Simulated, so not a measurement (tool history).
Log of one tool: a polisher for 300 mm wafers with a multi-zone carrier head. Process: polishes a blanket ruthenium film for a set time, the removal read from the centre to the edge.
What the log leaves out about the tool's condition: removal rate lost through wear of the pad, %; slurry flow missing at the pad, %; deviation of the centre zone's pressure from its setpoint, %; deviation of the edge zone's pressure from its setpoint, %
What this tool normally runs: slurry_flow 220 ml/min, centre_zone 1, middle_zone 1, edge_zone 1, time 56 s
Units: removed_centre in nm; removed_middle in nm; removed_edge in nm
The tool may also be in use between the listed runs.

run,day,slurry_flow,centre_zone,middle_zone,edge_zone,time,wafers since the last listed run,wafers polished on this pad,hours since the slurry nozzle was cleaned,hours since the centre zone pressure was calibrated,hours since the edge zone pressure was calibrated,hours since the carrier head's membrane was replaced,"incoming thickness of the incoming film, nm",removed_centre,removed_middle,removed_edge
1,0,220,1,1,1,56,0,1729,212.3,289.4,193.8,272.1,372.8,72.6,74.5,71
# day 1.188: worn pad replaced by a new one
2,1.604,220,1,1,1,56,230,66,250.8,327.9,232.3,310.6,369.8,80.7,80.4,79.8
3,4.842,220,1,1,1,61,518,585,328.5,405.6,310,388.3,373.6,82.3,83.2,82.4
# day 7.458: edge zone pressure recalibrated
4,8.692,220,1,1,1,56,603,1188,420.9,498,29.6,480.7,374.2,72.7,75.4,72.1
5,10.371,220,1,1,1,56,268,1457,461.2,538.3,69.9,521,369.4,71.5,73.9,70.5
# day 11.671: centre zone pressure recalibrated
6,12.508,220,1,1,1,56,328,1786,512.5,20.1,121.2,572.3,366.1,69.5,72.6,70.5
# day 13.533: worn pad replaced by a new one
7,16.704,220,1,1,1,45,645,507,613.2,120.8,221.9,673,370.1,59.8,62.7,59.8
# day 20.475: edge zone pressure recalibrated
8,21.146,270,1,1,1,56,697,1205,719.8,227.4,16.1,779.6,371.3,73.4,73.8,72.1
# day 23.096: slurry nozzle cleaned
9,24.838,270,1,1,1,56,584,1790,41.8,316,104.7,868.2,375.3,75.8,77.3,74.9
10,27.375,220,1,1,1.05,56,406,2196,102.7,376.9,165.6,929.1,364.3,73.2,76.3,74
# day 27.938: carrier head's membrane replaced by a new one
# day 29.033: worn pad replaced by a new one
11,31.325,220,1,1,1.05,56,572,367,197.5,471.7,260.4,81.3,374.3,76.9,81.4,78.4
12,33.704,265,1,1,0.88,56,381,748,254.6,528.8,317.5,138.4,363.8,76.8,79.3,71.5
# day 35.346: centre zone pressure recalibrated
13,36.008,220,1,1,1,56,355,1103,309.9,15.9,372.8,193.7,369.1,72.5,72.8,72.2
# day 36.104: edge zone pressure recalibrated
14,39.942,270,1,1,1,56,616,1720,404.3,110.3,92.1,288.1,373.8,74.4,75.5,71
# day 44.346: worn pad replaced by a new one
15,44.367,220,1,1,1,38,681,3,510.5,216.5,198.3,394.3,374,53.8,56.8,54.7
16,46.917,220,1.06,1,1,56,408,411,571.7,277.7,259.5,455.5,365.4,80.5,77,74.4
17,50.567,220,0.97,1.08,1,56,584,996,659.3,365.3,347.1,543.1,366.3,70,77.5,72

For run 18, what comes out?
# day 51.062: edge zone pressure recalibrated
# day 51.4: slurry nozzle cleaned
18,52.604,220,1,0.95,1,56,306,1302,28.9,414.2,37,592,373,?,?,?

{"run 18": {"removed_centre": 75.3, "removed_middle": 74.7, "removed_edge": 74.6}}
With the hidden condition absent and the run-to-run variation left alone, this run would have shown removed_centre 84.4 nm, removed_middle 83.7 nm, removed_edge 83.6 nm.
